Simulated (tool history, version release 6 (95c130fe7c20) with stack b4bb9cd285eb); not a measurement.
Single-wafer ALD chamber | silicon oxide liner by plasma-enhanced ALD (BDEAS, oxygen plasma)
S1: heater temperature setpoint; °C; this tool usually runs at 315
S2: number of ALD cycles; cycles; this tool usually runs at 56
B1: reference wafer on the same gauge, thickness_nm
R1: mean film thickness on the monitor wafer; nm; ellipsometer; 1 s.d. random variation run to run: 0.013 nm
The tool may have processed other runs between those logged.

{"run": 1, "day": 0.0, "S1": 310, "S2": 56, "B1": 5.514, "R1": 5.069}
{"run": 2, "day": 0.575, "S1": 310, "S2": 56, "B1": 5.524, "R1": 5.061}
{"run": 3, "day": 1.275, "S1": 315, "S2": 49, "B1": 5.522, "R1": 4.41}
{"run": 4, "day": 1.925, "S1": 315, "S2": 56, "B1": 5.525, "R1": 5.009}
{"run": 5, "day": 2.479, "S1": 315, "S2": 56, "B1": 5.525, "R1": 5.028}
{"run": 6, "day": 2.746, "S1": 315, "S2": 56, "B1": 5.521, "R1": 5.042}
{"run": 7, "day": 3.212, "S1": 315, "S2": 48, "B1": 5.526, "R1": 4.314}
{"run": 8, "day": 3.825, "S1": 315, "S2": 48, "B1": 5.522, "R1": 4.296}
{"run": 9, "day": 4.312, "S1": 315, "S2": 56, "B1": 5.522, "R1": 5.012}
{"run": 10, "day": 4.612, "S1": 319, "S2": 56, "B1": 5.518, "R1": 4.988}
{"run": 11, "day": 5.192, "S1": 315, "S2": 56, "B1": 5.517, "R1": 5.03}
{"day": 5.858, "done": "thermocouple changed; heater temperature recalibrated"}
{"run": 12, "day": 5.879, "S1": 315, "S2": 56, "B1": 5.522, "R1": 5.039}
{"day": 6.392, "done": "gauge calibrated"}
{"run": 13, "day": 6.571, "S1": 315, "S2": 56, "B1": 5.524, "R1": 5.015}
{"run": 14, "day": 7.079, "S1": 303, "S2": 56, "B1": 5.517, "R1": 5.106}
{"run": 15, "day": 7.542, "S1": 315, "S2": 56, "B1": 5.521, "R1": 5.011}
{"run": 16, "day": 7.971, "S1": 306, "S2": 62, "B1": 5.513, "R1": 5.642}
{"run": 17, "day": 8.292, "S1": 315, "S2": 56, "B1": 5.52, "R1": 5.027}
{"run": 18, "day": 8.65, "S1": 315, "S2": 56, "B1": 5.525, "R1": 5.035}
{"run": 19, "day": 8.988, "S1": 326, "S2": 51, "B1": 5.526, "R1": 4.511}
{"run": 20, "day": 9.471, "S1": 315, "S2": 56, "B1": 5.522, "R1": 5.043}
{"run": 21, "day": 9.754, "S1": 322, "S2": 59, "B1": 5.519, "R1": 5.244}
{"run": 22, "day": 10.283, "S1": 304, "S2": 60, "B1": 5.517, "R1": 5.475}
{"run": 23, "day": 10.812, "S1": 329, "S2": 62, "B1": 5.518, "R1": 5.419}
{"run": 24, "day": 11.225, "S1": 315, "S2": 56, "B1": 5.521, "R1": 5.022}
{"run": 25, "day": 11.842, "S1": 303, "S2": 59, "B1": 5.514, "R1": 5.399}
{"run": 26, "day": 12.092, "S1": 306, "S2": 63, "B1": 5.519, "R1": 5.755}

Exercise: give the hidden state of the tool at every run:
wafer temperature above the value expected at the setpoint (K): 0 at every run
gauge reads high (%): 0 at every run

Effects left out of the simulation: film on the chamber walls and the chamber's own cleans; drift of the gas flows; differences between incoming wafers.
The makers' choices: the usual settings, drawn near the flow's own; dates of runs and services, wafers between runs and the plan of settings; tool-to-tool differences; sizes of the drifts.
